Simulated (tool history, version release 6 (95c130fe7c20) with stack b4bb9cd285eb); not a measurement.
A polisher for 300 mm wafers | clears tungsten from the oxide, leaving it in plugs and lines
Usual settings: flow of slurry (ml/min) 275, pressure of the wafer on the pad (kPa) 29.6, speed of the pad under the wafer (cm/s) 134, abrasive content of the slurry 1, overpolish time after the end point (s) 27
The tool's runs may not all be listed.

run	hour	flow of slurry (ml/min)	pressure of the wafer on the pad (kPa)	speed of the pad under the wafer (cm/s)	abrasive content of the slurry	overpolish time after the end point (s)	incoming thickness of the incoming film, nm	time until the end point was called (s)
1	0	275	29.6	134	1	27	403.1	61.4
2	16.1	275	29.6	134	1	27	409.7	65
3	22.3	275	29.6	134	1	27	410.8	64.1
4	69.3	275	29.6	134	1	27	413.3	61.2
5	80.8	275	29.6	134	1	27	407	62
6	98.7	275	29.6	134	1	27	410.3	63.2
7	110.7	275	29.6	134	1	27	415.1	63.5
8	127.5	275	34.5	134	1	27	416.5	57.1
9	137.9	275	34.5	134	1	27	413	56.7
10	149.4	275	29.6	134	1	27	409.5	59.1
11	157	275	29.6	134	1	27	414.9	59.2
12	164.7	245	29.6	156	1	27	409.8	56.9
13	181.1	275	23.4	134	0.8	27	404.9	74.8
14	189.6	275	37.9	134	1	27	414.2	52
15	201.7	220	29.6	134	0.9	27	405	65.2
16	216.6	275	29.6	134	0.8	14	414.4	68.6
17	224.1	275	29.6	134	1	27	415.1	64.5
18	237.1	275	29.6	134	1	16	410.1	64.2
19	244	350	24.8	160	1	43	408.3	65.6

Taken out of this log: 8 entries between the listed runs. Where each belongs, and how the hidden state differs across it:
Between runs 1 and 2: slurry tank refilled with fresh slurry and peroxide (hour 15.6)
  removal rate lost through wear of the pad, %: 8.42 -> 10.2
  measured less the result without the state, time until the end point was called (s): +5.2 -> +6.6
Between runs 3 and 4: worn pad replaced by a new one (hour 29.3)
  removal rate lost through wear of the pad, %: 10.8 -> 5.13
  measured less the result without the state, time until the end point was called (s): +7 -> +3.2
Between runs 5 and 6: slurry tank refilled with fresh slurry and peroxide (hour 98.3)
  removal rate lost through wear of the pad, %: 6.39 -> 8.33
  measured less the result without the state, time until the end point was called (s): +4 -> +5.3
Between runs 8 and 9: slurry nozzle cleaned (hour 136.4); slurry blender recalibrated (hour 137.1)
  removal rate lost through wear of the pad, %: 11.5 -> 12.6
  measured less the result without the state, time until the end point was called (s): +6.6 -> +7.1
Between runs 9 and 10: worn pad replaced by a new one, of another model than before (hour 146)
  removal rate lost through wear of the pad, %: 12.6 -> 2.31
  measured less the result without the state, time until the end point was called (s): +7.1 -> +1.3
Between runs 12 and 13: head pressure recalibrated (hour 174.4)
  removal rate lost through wear of the pad, %: 3.98 -> 5.76
  measured less the result without the state, time until the end point was called (s): +2.3 -> +4.3
Between runs 13 and 14: slurry tank refilled with fresh slurry and peroxide (hour 187.9)
  removal rate lost through wear of the pad, %: 5.76 -> 6.69
  measured less the result without the state, time until the end point was called (s): +4.3 -> +3.5

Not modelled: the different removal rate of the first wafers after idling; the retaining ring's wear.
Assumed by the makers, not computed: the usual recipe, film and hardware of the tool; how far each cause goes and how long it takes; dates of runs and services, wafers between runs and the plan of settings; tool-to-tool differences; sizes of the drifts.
